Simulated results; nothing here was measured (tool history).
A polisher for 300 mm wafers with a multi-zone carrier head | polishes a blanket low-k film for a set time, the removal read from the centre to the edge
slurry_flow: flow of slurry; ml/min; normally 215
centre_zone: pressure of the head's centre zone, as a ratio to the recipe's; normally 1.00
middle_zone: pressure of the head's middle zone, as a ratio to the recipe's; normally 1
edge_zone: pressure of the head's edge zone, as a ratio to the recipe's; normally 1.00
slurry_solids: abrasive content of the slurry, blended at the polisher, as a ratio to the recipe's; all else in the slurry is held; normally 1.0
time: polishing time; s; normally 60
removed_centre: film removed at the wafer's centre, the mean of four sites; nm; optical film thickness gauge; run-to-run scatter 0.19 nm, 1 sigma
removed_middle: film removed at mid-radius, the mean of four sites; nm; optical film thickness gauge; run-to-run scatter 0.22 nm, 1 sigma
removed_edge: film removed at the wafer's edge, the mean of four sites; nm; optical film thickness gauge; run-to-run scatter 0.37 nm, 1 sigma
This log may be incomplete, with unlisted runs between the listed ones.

run   hour  slurry_flow  centre_zone  middle_zone  edge_zone  slurry_solids  time  wafers since the last listed run  wafers polished on this pad  hours since the slurry nozzle was cleaned  hours since the centre zone pressure was calibrated  hours since the edge zone pressure was calibrated  hours since the carrier head's membrane was replaced  incoming thickness of the incoming film, nm  removed_centre  removed_middle  removed_edge
  1    0.0          215         1.00            1       1.00            1.0    60                                 0                         2638                                      303.4                                               1032.8                                               54.3                                                 582.6                                        683.0            23.5            22.8          23.6
      40.8  -- worn pad replaced by a new one
  2   63.0          215         1.00            1       1.00            1.0    60                               691                          260                                      366.4                                               1095.8                                              117.3                                                 645.6                                        675.8            21.8            22.0          22.1
  3  126.4          215         1.00            1       1.00            1.0    60                               742                         1003                                      429.8                                               1159.2                                              180.7                                                 709.0                                        680.4            21.4            21.5          21.5
  4  154.4          215         1.00            1       1.00            1.0    60                               328                         1331                                      457.8                                               1187.2                                              208.7                                                 737.0                                        675.2            21.4            21.2          21.7
     227.2  -- worn pad replaced by a new one, repeated, since the last time left the tool worse
  5  227.7          215         1.00            1       1.00            1.0    60                               812                            5                                      531.1                                               1260.5                                              282.0                                                 810.3                                        677.1            24.6            24.3          24.7
  6  269.7          215         1.00            1       1.00            1.0    60                               492                          497                                      573.1                                               1302.5                                              324.0                                                 852.3                                        686.3            24.0            23.9          23.9
     353.2  -- slurry nozzle cleaned
     376.3  -- centre zone pressure recalibrated
  7  471.8          215         1.00            1       1.00            1.0    60                              2333                         2831                                      118.6                                                 95.5                                              526.1                                                1054.4                                        683.2            23.3            23.3          22.6
     482.7  -- worn pad replaced by a new one
  8  574.6          215         1.00            1       1.00            1.1    60                              1157                         1077                                      221.4                                                198.3                                              628.9                                                1157.2                                        680.5            24.8            24.9          24.7
  9  624.8          215         1.05            1       1.06            1.0    79                               588                         1665                                      271.6                                                248.5                                              679.1                                                1207.4                                        682.1            32.1            30.6          31.8
     642.2  -- carrier head's membrane replaced by a new one
 10  688.1          215         1.10            1       1.00            1.0    81                               683                         2348                                      334.9                                                311.8                                              742.4                                                  45.9                                        679.0            34.1            31.3          30.4
 11  722.7          215         1.04            1       1.07            0.9    75                               405                         2754                                      369.5                                                346.4                                              777.0                                                  80.5                                        665.3            28.8            27.9          28.4
     747.2  -- worn pad replaced by a new one
 12  752.7          215         0.93            1       1.06            1.0    48                               304                           65                                      399.5                                                376.4                                              807.0                                                 110.5                                        685.6            18.2            19.2          19.3
 13  793.4          215         1.10            1       1.00            1.0    43                               476                          541                                      440.2                                                417.1                                              847.7                                                 151.2                                        676.7            19.0            17.3          16.9
     836.0  -- edge zone pressure recalibrated
 14  851.8          215         1.00            1       1.00            1.0    60                               660                         1202                                      498.6                                                475.5                                               15.8                                                 209.6                                        682.3            23.8            23.6          23.8

What will run 15 give?
 15  878.6          215         1.00            1       1.00            1.0    60                               314                         1516                                      525.4                                                502.3                                               42.6                                                 236.4                                        680.9               ?               ?             ?

removed_centre: 23.5 nm
removed_middle: 23.5 nm
removed_edge: 23.8 nm
Take away the tool's hidden state, keep the run-to-run variation as it was, and the same run would have given removed_centre 24.6 nm, removed_middle 24.5 nm, removed_edge 24.9 nm.

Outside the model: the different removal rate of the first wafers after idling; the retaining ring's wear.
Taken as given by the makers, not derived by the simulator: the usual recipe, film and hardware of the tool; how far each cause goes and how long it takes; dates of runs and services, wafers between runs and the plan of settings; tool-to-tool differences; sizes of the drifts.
